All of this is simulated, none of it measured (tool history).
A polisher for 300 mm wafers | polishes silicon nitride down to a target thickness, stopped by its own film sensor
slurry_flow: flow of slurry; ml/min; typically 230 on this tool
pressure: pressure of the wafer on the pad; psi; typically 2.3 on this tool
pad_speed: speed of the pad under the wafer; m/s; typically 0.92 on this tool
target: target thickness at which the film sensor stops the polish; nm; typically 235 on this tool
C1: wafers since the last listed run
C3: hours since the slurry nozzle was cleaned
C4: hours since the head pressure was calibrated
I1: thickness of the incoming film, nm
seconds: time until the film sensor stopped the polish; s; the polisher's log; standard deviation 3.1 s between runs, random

run 1 day=0 | slurry_flow=230 pressure=2.3 pad_speed=0.92 target=235 | C1=0 wafers_polished_on_this_pad=820 C3=353 C4=521.7 | I1=397.3 | seconds=176.9
run 2 day=3.204 | slurry_flow=230 pressure=2.3 pad_speed=0.92 target=235 | C1=332 wafers_polished_on_this_pad=1152 C3=429.9 C4=598.6 | I1=392.3 | seconds=173
run 3 day=4.796 | slurry_flow=230 pressure=2.3 pad_speed=0.92 target=235 | C1=165 wafers_polished_on_this_pad=1317 C3=468.1 C4=636.8 | I1=388.7 | seconds=180.8
run 4 day=7.333 | slurry_flow=230 pressure=2.3 pad_speed=0.92 target=235 | C1=263 wafers_polished_on_this_pad=1580 C3=529 C4=697.7 | I1=384.7 | seconds=175.2
-- day=9.854 worn pad replaced by a new one
run 5 day=9.904 | slurry_flow=230 pressure=2.3 pad_speed=0.92 target=216 | C1=249 wafers_polished_on_this_pad=5 C3=590.7 C4=759.4 | I1=387.7 | seconds=189.3
run 6 day=12.938 | slurry_flow=230 pressure=2.3 pad_speed=0.92 target=216 | C1=314 wafers_polished_on_this_pad=319 C3=663.5 C4=832.2 | I1=388.9 | seconds=188.6
-- day=13.642 slurry nozzle cleaned
run 7 day=16.708 | slurry_flow=230 pressure=2.3 pad_speed=0.92 target=216 | C1=386 wafers_polished_on_this_pad=706 C3=73.6 C4=922.7 | I1=395 | seconds=208.2
-- day=18.288 head pressure recalibrated
run 8 day=18.9 | slurry_flow=230 pressure=2.3 pad_speed=0.92 target=235 | C1=218 wafers_polished_on_this_pad=924 C3=126.2 C4=14.7 | I1=383.1 | seconds=167.3
run 9 day=21.921 | slurry_flow=230 pressure=2.3 pad_speed=0.92 target=235 | C1=313 wafers_polished_on_this_pad=1238 C3=198.7 C4=87.2 | I1=387.8 | seconds=183.5
run 10 day=24.571 | slurry_flow=230 pressure=2.3 pad_speed=0.92 target=235 | C1=274 wafers_polished_on_this_pad=1512 C3=262.3 C4=150.8 | I1=388.3 | seconds=180.8
-- day=27.121 worn pad replaced by a new one
run 11 day=27.142 | slurry_flow=230 pressure=2.3 pad_speed=0.92 target=235 | C1=249 wafers_polished_on_this_pad=1 C3=324 C4=212.5 | I1=392.7 | seconds=165.7
run 12 day=31.317 | slurry_flow=230 pressure=2.3 pad_speed=0.92 target=235 | C1=432 wafers_polished_on_this_pad=434 C3=424.2 C4=312.7 | I1=393.3 | seconds=177
run 13 day=33.654 | slurry_flow=230 pressure=2.3 pad_speed=0.92 target=235 | C1=242 wafers_polished_on_this_pad=677 C3=480.3 C4=368.8 | I1=390.3 | seconds=172.9
run 14 day=36.725 | slurry_flow=230 pressure=2.3 pad_speed=1.02 target=235 | C1=318 wafers_polished_on_this_pad=995 C3=554 C4=442.5 | I1=392.6 | seconds=163.5
run 15 day=41.033 | slurry_flow=230 pressure=2.3 pad_speed=0.84 target=235 | C1=446 wafers_polished_on_this_pad=1442 C3=657.4 C4=545.9 | I1=389.3 | seconds=192.2
-- day=44.375 worn pad replaced by a new one
run 16 day=44.646 | slurry_flow=230 pressure=2.3 pad_speed=0.84 target=235 | C1=357 wafers_polished_on_this_pad=27 C3=744.1 C4=632.6 | I1=389.3 | seconds=172.5
-- day=44.962 slurry nozzle cleaned
run 17 day=48.025 | slurry_flow=230 pressure=2.3 pad_speed=1.1 target=235 | C1=345 wafers_polished_on_this_pad=373 C3=73.5 C4=713.7 | I1=388.5 | seconds=143.4
run 18 day=49.867 | slurry_flow=230 pressure=2.3 pad_speed=0.68 target=216 | C1=190 wafers_polished_on_this_pad=564 C3=117.7 C4=757.9 | I1=386.9 | seconds=229.8
-- day=51.6 head pressure recalibrated
run 19 day=53.133 | slurry_flow=230 pressure=2.3 pad_speed=0.92 target=197 | C1=330 wafers_polished_on_this_pad=894 C3=196.1 C4=36.8 | I1=392 | seconds=213.2
run 20 day=55.162 | slurry_flow=230 pressure=2.3 pad_speed=0.92 target=235 | C1=210 wafers_polished_on_this_pad=1105 C3=244.8 C4=85.5 | I1=386.3 | seconds=170.2
run 21 day=57.729 | slurry_flow=230 pressure=2.3 pad_speed=0.92 target=235 | C1=266 wafers_polished_on_this_pad=1371 C3=306.4 C4=147.1 | I1=385.8 | seconds=174.5
run 22 day=59.442 | slurry_flow=230 pressure=2.3 pad_speed=1.2 target=235 | C1=177 wafers_polished_on_this_pad=1548 C3=347.5 C4=188.2 | I1=386.4 | seconds=146.6
run 23 day=61.054 | slurry_flow=230 pressure=2.3 pad_speed=0.92 target=235 | C1=167 wafers_polished_on_this_pad=1715 C3=386.2 C4=226.9 | I1=393 | seconds=182.7
run 24 day=63.729 | slurry_flow=230 pressure=2.3 pad_speed=1.2 target=195 | C1=277 wafers_polished_on_this_pad=1993 C3=450.4 C4=291.1 | I1=394.1 | seconds=201.2
-- day=64.288 worn pad replaced by a new one, of another model than before
run 25 day=67.142 | slurry_flow=230 pressure=2.3 pad_speed=1.24 target=235 | C1=336 wafers_polished_on_this_pad=295 C3=532.3 C4=373 | I1=389.2 | seconds=150.3
run 26 day=70.721 | slurry_flow=270 pressure=1.5 pad_speed=0.92 target=208 | C1=371 wafers_polished_on_this_pad=666 C3=618.2 C4=458.9 | I1=387.7 | seconds=261.4
run 27 day=72.938 | slurry_flow=230 pressure=2.3 pad_speed=0.92 target=235 | C1=229 wafers_polished_on_this_pad=896 C3=671.4 C4=512.1 | I1=385.3 | seconds=169.6
-- day=76.346 slurry nozzle cleaned
run 28 day=76.892 | slurry_flow=255 pressure=2.3 pad_speed=0.66 target=235 | C1=405 wafers_polished_on_this_pad=1302 C3=13.1 C4=607 | I1=386.4 | seconds=187.9
run 29 day=79.117 | slurry_flow=230 pressure=2.3 pad_speed=1.2 target=235 | C1=230 wafers_polished_on_this_pad=1532 C3=66.5 C4=660.4 | I1=388.9 | seconds=162.8
run 30 day=82.392 | slurry_flow=230 pressure=2.3 pad_speed=0.92 target=235 | C1=339 wafers_polished_on_this_pad=1872 C3=145.1 C4=739 | I1=387.1 | seconds=187.9
run 31 day=84.3 | slurry_flow=230 pressure=3 pad_speed=0.92 target=235 | C1=197 wafers_polished_on_this_pad=2070 C3=190.9 C4=784.8 | I1=384.6 | seconds=150.5
-- day=85.871 worn pad replaced by a new one
run 32 day=85.929 | slurry_flow=230 pressure=2.3 pad_speed=0.92 target=235 | C1=151 wafers_polished_on_this_pad=6 C3=230 C4=823.9 | I1=392.2 | seconds=164.9
run 33 day=87.592 | slurry_flow=285 pressure=2.3 pad_speed=1.12 target=235 | C1=172 wafers_polished_on_this_pad=178 C3=269.9 C4=863.8 | I1=399 | seconds=160
-- day=89.804 head pressure recalibrated
run 34 day=90.417 | slurry_flow=205 pressure=2.8 pad_speed=0.64 target=213 | C1=284 wafers_polished_on_this_pad=462 C3=337.7 C4=14.7 | I1=391.4 | seconds=198.3
run 35 day=92.142 | slurry_flow=275 pressure=2.3 pad_speed=0.92 target=235 | C1=178 wafers_polished_on_this_pad=641 C3=379.1 C4=56.1 | I1=383.9 | seconds=160.2
run 36 day=94.546 | slurry_flow=205 pressure=2.3 pad_speed=1.18 target=269 | C1=249 wafers_polished_on_this_pad=890 C3=436.8 C4=113.8 | I1=396.1 | seconds=132.6

Predict each of these 5 candidate next runs independently; none follows another, all start after run 36:
run A day=94.567 | slurry_flow=230 pressure=2.3 pad_speed=0.92 target=235 | C1=2 wafers_polished_on_this_pad=892 C3=437.3 C4=114.3 | I1=393.9 | seconds=?
run B day=94.567 | slurry_flow=230 pressure=2.3 pad_speed=1.1 target=211 | C1=2 wafers_polished_on_this_pad=892 C3=437.3 C4=114.3 | I1=393.9 | seconds=?
run C day=94.567 | slurry_flow=305 pressure=2.6 pad_speed=1.14 target=284 | C1=2 wafers_polished_on_this_pad=892 C3=437.3 C4=114.3 | I1=393.9 | seconds=?
run D day=94.567 | slurry_flow=300 pressure=2.3 pad_speed=0.92 target=286 | C1=2 wafers_polished_on_this_pad=892 C3=437.3 C4=114.3 | I1=393.9 | seconds=?
run E day=94.567 | slurry_flow=230 pressure=2.3 pad_speed=0.92 target=194 | C1=2 wafers_polished_on_this_pad=892 C3=437.3 C4=114.3 | I1=393.9 | seconds=?

run=A seconds=178
run=B seconds=190.7
run=C seconds=100.9
run=D seconds=117.2
run=E seconds=223.9
Stripped of hidden state, with their random variation kept, the same runs would have yielded:
run=A seconds=166.1
run=B seconds=177.9
run=C seconds=94.1
run=D seconds=109.4
run=E seconds=208.9
